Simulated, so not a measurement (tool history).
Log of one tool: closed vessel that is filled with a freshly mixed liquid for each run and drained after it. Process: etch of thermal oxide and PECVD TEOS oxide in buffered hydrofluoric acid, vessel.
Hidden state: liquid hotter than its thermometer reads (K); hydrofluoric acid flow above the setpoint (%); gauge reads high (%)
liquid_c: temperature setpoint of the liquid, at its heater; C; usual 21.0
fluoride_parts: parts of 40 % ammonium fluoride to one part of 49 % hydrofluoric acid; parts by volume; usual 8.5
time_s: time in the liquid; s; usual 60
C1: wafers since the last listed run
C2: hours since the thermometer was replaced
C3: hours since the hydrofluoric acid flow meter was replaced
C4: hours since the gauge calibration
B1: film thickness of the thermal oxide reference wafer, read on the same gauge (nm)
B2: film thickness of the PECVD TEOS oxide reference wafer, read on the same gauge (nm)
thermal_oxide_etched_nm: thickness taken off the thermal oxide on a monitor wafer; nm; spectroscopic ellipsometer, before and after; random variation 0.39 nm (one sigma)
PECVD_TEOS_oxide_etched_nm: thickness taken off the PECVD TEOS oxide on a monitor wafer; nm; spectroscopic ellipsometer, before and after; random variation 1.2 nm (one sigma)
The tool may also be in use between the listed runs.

{"run": 1, "hour": 0.0, "liquid_c": 21.0, "fluoride_parts": 8.5, "time_s": 60, "C1": 0, "C2": 2833.1, "C3": 1177.0, "C4": 410.2, "B1": 60.03, "B2": 39.99, "thermal_oxide_etched_nm": 65.89, "PECVD_TEOS_oxide_etched_nm": 123.15}
{"run": 2, "hour": 13.6, "liquid_c": 23.5, "fluoride_parts": 10.5, "time_s": 40, "C1": 1084, "C2": 2846.7, "C3": 1190.6, "C4": 423.8, "B1": 59.99, "B2": 40.0, "thermal_oxide_etched_nm": 42.64, "PECVD_TEOS_oxide_etched_nm": 79.3}
{"run": 3, "hour": 36.9, "liquid_c": 17.0, "fluoride_parts": 11.0, "time_s": 45, "C1": 1857, "C2": 2870.0, "C3": 1213.9, "C4": 447.1, "B1": 60.0, "B2": 39.99, "thermal_oxide_etched_nm": 31.63, "PECVD_TEOS_oxide_etched_nm": 58.97}
{"hour": 49.4, "done": "thermometer replaced"}
{"run": 4, "hour": 53.4, "liquid_c": 24.5, "fluoride_parts": 8.5, "time_s": 60, "C1": 1235, "C2": 4.0, "C3": 1230.4, "C4": 463.6, "B1": 60.02, "B2": 39.99, "thermal_oxide_etched_nm": 80.68, "PECVD_TEOS_oxide_etched_nm": 149.87}
{"run": 5, "hour": 66.5, "liquid_c": 23.0, "fluoride_parts": 10.5, "time_s": 90, "C1": 1044, "C2": 17.1, "C3": 1243.5, "C4": 476.7, "B1": 59.99, "B2": 40.0, "thermal_oxide_etched_nm": 93.2, "PECVD_TEOS_oxide_etched_nm": 176.09}
{"run": 6, "hour": 81.9, "liquid_c": 21.0, "fluoride_parts": 6.0, "time_s": 35, "C1": 1227, "C2": 32.5, "C3": 1258.9, "C4": 492.1, "B1": 59.99, "B2": 39.98, "thermal_oxide_etched_nm": 54.26, "PECVD_TEOS_oxide_etched_nm": 101.26}
{"run": 7, "hour": 100.4, "liquid_c": 21.0, "fluoride_parts": 6.0, "time_s": 60, "C1": 1474, "C2": 51.0, "C3": 1277.4, "C4": 510.6, "B1": 60.0, "B2": 39.98, "thermal_oxide_etched_nm": 92.68, "PECVD_TEOS_oxide_etched_nm": 173.01}
{"run": 8, "hour": 118.7, "liquid_c": 17.0, "fluoride_parts": 8.5, "time_s": 60, "C1": 1458, "C2": 69.3, "C3": 1295.7, "C4": 528.9, "B1": 60.0, "B2": 40.0, "thermal_oxide_etched_nm": 52.61, "PECVD_TEOS_oxide_etched_nm": 98.31}
{"run": 9, "hour": 152.5, "liquid_c": 21.0, "fluoride_parts": 6.5, "time_s": 60, "C1": 2694, "C2": 103.1, "C3": 1329.5, "C4": 562.7, "B1": 59.99, "B2": 39.98, "thermal_oxide_etched_nm": 87.11, "PECVD_TEOS_oxide_etched_nm": 162.79}
{"run": 10, "hour": 175.7, "liquid_c": 21.0, "fluoride_parts": 8.5, "time_s": 30, "C1": 1849, "C2": 126.3, "C3": 1352.7, "C4": 585.9, "B1": 60.01, "B2": 40.01, "thermal_oxide_etched_nm": 33.22, "PECVD_TEOS_oxide_etched_nm": 62.13}
{"run": 11, "hour": 203.2, "liquid_c": 22.5, "fluoride_parts": 10.0, "time_s": 90, "C1": 2192, "C2": 153.8, "C3": 1380.2, "C4": 613.4, "B1": 60.01, "B2": 40.0, "thermal_oxide_etched_nm": 94.49, "PECVD_TEOS_oxide_etched_nm": 177.09}
{"run": 12, "hour": 237.6, "liquid_c": 19.5, "fluoride_parts": 11.0, "time_s": 40, "C1": 2742, "C2": 188.2, "C3": 1414.6, "C4": 647.8, "B1": 60.01, "B2": 39.98, "thermal_oxide_etched_nm": 32.42, "PECVD_TEOS_oxide_etched_nm": 60.69}
{"run": 13, "hour": 269.6, "liquid_c": 21.0, "fluoride_parts": 8.5, "time_s": 60, "C1": 2550, "C2": 220.2, "C3": 1446.6, "C4": 679.8, "B1": 59.99, "B2": 40.01, "thermal_oxide_etched_nm": 66.45, "PECVD_TEOS_oxide_etched_nm": 122.04}
{"hour": 334.6, "done": "hydrofluoric acid flow meter replaced"}
{"run": 14, "hour": 354.2, "liquid_c": 21.0, "fluoride_parts": 8.5, "time_s": 60, "C1": 6663, "C2": 304.8, "C3": 19.6, "C4": 764.4, "B1": 59.98, "B2": 39.99, "thermal_oxide_etched_nm": 66.42, "PECVD_TEOS_oxide_etched_nm": 122.27}
{"hour": 370.7, "done": "gauge calibrated"}
{"run": 15, "hour": 386.6, "liquid_c": 21.0, "fluoride_parts": 8.5, "time_s": 60, "C1": 2582, "C2": 337.2, "C3": 52.0, "C4": 15.9, "B1": 60.01, "B2": 40.03, "thermal_oxide_etched_nm": 65.91, "PECVD_TEOS_oxide_etched_nm": 124.87}
{"run": 16, "hour": 415.0, "liquid_c": 18.0, "fluoride_parts": 9.5, "time_s": 35, "C1": 2263, "C2": 365.6, "C3": 80.4, "C4": 44.3, "B1": 60.01, "B2": 40.01, "thermal_oxide_etched_nm": 29.77, "PECVD_TEOS_oxide_etched_nm": 55.38}
{"run": 17, "hour": 442.5, "liquid_c": 18.0, "fluoride_parts": 6.5, "time_s": 60, "C1": 2192, "C2": 393.1, "C3": 107.9, "C4": 71.8, "B1": 59.98, "B2": 39.99, "thermal_oxide_etched_nm": 74.1, "PECVD_TEOS_oxide_etched_nm": 135.75}
{"run": 18, "hour": 472.5, "liquid_c": 21.0, "fluoride_parts": 8.5, "time_s": 60, "C1": 2391, "C2": 423.1, "C3": 137.9, "C4": 101.8, "B1": 60.0, "B2": 40.02, "thermal_oxide_etched_nm": 65.69, "PECVD_TEOS_oxide_etched_nm": 122.82}
{"run": 19, "hour": 542.5, "liquid_c": 19.5, "fluoride_parts": 7.0, "time_s": 75, "C1": 5579, "C2": 493.1, "C3": 207.9, "C4": 171.8, "B1": 60.01, "B2": 39.98, "thermal_oxide_etched_nm": 93.41, "PECVD_TEOS_oxide_etched_nm": 172.91}
{"run": 20, "hour": 563.4, "liquid_c": 17.5, "fluoride_parts": 8.5, "time_s": 75, "C1": 1665, "C2": 514.0, "C3": 228.8, "C4": 192.7, "B1": 59.99, "B2": 40.01, "thermal_oxide_etched_nm": 68.25, "PECVD_TEOS_oxide_etched_nm": 128.29}
{"run": 21, "hour": 595.3, "liquid_c": 21.0, "fluoride_parts": 10.0, "time_s": 60, "C1": 2542, "C2": 545.9, "C3": 260.7, "C4": 224.6, "B1": 60.01, "B2": 39.99, "thermal_oxide_etched_nm": 58.14, "PECVD_TEOS_oxide_etched_nm": 107.78}
{"run": 22, "hour": 630.4, "liquid_c": 21.0, "fluoride_parts": 8.5, "time_s": 60, "C1": 2797, "C2": 581.0, "C3": 295.8, "C4": 259.7, "B1": 60.01, "B2": 40.01, "thermal_oxide_etched_nm": 65.61, "PECVD_TEOS_oxide_etched_nm": 125.21}
{"run": 23, "hour": 655.5, "liquid_c": 26.0, "fluoride_parts": 10.5, "time_s": 70, "C1": 2000, "C2": 606.1, "C3": 320.9, "C4": 284.8, "B1": 60.01, "B2": 39.98, "thermal_oxide_etched_nm": 85.02, "PECVD_TEOS_oxide_etched_nm": 156.63}
{"run": 24, "hour": 688.5, "liquid_c": 17.5, "fluoride_parts": 6.0, "time_s": 35, "C1": 2630, "C2": 639.1, "C3": 353.9, "C4": 317.8, "B1": 59.99, "B2": 40.01, "thermal_oxide_etched_nm": 44.39, "PECVD_TEOS_oxide_etched_nm": 83.33}
{"run": 25, "hour": 716.3, "liquid_c": 24.0, "fluoride_parts": 12.0, "time_s": 75, "C1": 2215, "C2": 666.9, "C3": 381.7, "C4": 345.6, "B1": 59.98, "B2": 40.03, "thermal_oxide_etched_nm": 71.59, "PECVD_TEOS_oxide_etched_nm": 133.68}

Forecast each of these 5 alternatives for the next run:
{"run": "A", "hour": 717.0, "liquid_c": 21.0, "fluoride_parts": 8.5, "time_s": 60, "C1": 55, "C2": 667.6, "C3": 382.4, "C4": 346.3, "B1": "?", "B2": "?", "thermal_oxide_etched_nm": "?", "PECVD_TEOS_oxide_etched_nm": "?"}
{"run": "B", "hour": 717.0, "liquid_c": 19.0, "fluoride_parts": 10.5, "time_s": 70, "C1": 55, "C2": 667.6, "C3": 382.4, "C4": 346.3, "B1": "?", "B2": "?", "thermal_oxide_etched_nm": "?", "PECVD_TEOS_oxide_etched_nm": "?"}
{"run": "C", "hour": 717.0, "liquid_c": 25.5, "fluoride_parts": 9.5, "time_s": 45, "C1": 55, "C2": 667.6, "C3": 382.4, "C4": 346.3, "B1": "?", "B2": "?", "thermal_oxide_etched_nm": "?", "PECVD_TEOS_oxide_etched_nm": "?"}
{"run": "D", "hour": 717.0, "liquid_c": 17.5, "fluoride_parts": 12.0, "time_s": 30, "C1": 55, "C2": 667.6, "C3": 382.4, "C4": 346.3, "B1": "?", "B2": "?", "thermal_oxide_etched_nm": "?", "PECVD_TEOS_oxide_etched_nm": "?"}
{"run": "E", "hour": 717.0, "liquid_c": 21.0, "fluoride_parts": 8.5, "time_s": 70, "C1": 55, "C2": 667.6, "C3": 382.4, "C4": 346.3, "B1": "?", "B2": "?", "thermal_oxide_etched_nm": "?", "PECVD_TEOS_oxide_etched_nm": "?"}

run=A B1=60.01 B2=40.00 thermal_oxide_etched_nm=65.97 PECVD_TEOS_oxide_etched_nm=121.87
run=B B1=60.01 B2=40.00 thermal_oxide_etched_nm=57.71 PECVD_TEOS_oxide_etched_nm=106.62
run=C B1=60.01 B2=40.00 thermal_oxide_etched_nm=57.51 PECVD_TEOS_oxide_etched_nm=106.24
run=D B1=60.01 B2=40.00 thermal_oxide_etched_nm=19.94 PECVD_TEOS_oxide_etched_nm=36.84
run=E B1=60.01 B2=40.00 thermal_oxide_etched_nm=76.97 PECVD_TEOS_oxide_etched_nm=142.19
Without the tool's hidden state the same runs would have given:
run=A thermal_oxide_etched_nm=65.97 PECVD_TEOS_oxide_etched_nm=121.87
run=B thermal_oxide_etched_nm=57.71 PECVD_TEOS_oxide_etched_nm=106.62
run=C thermal_oxide_etched_nm=57.51 PECVD_TEOS_oxide_etched_nm=106.24
run=D thermal_oxide_etched_nm=19.94 PECVD_TEOS_oxide_etched_nm=36.84
run=E thermal_oxide_etched_nm=76.97 PECVD_TEOS_oxide_etched_nm=142.19
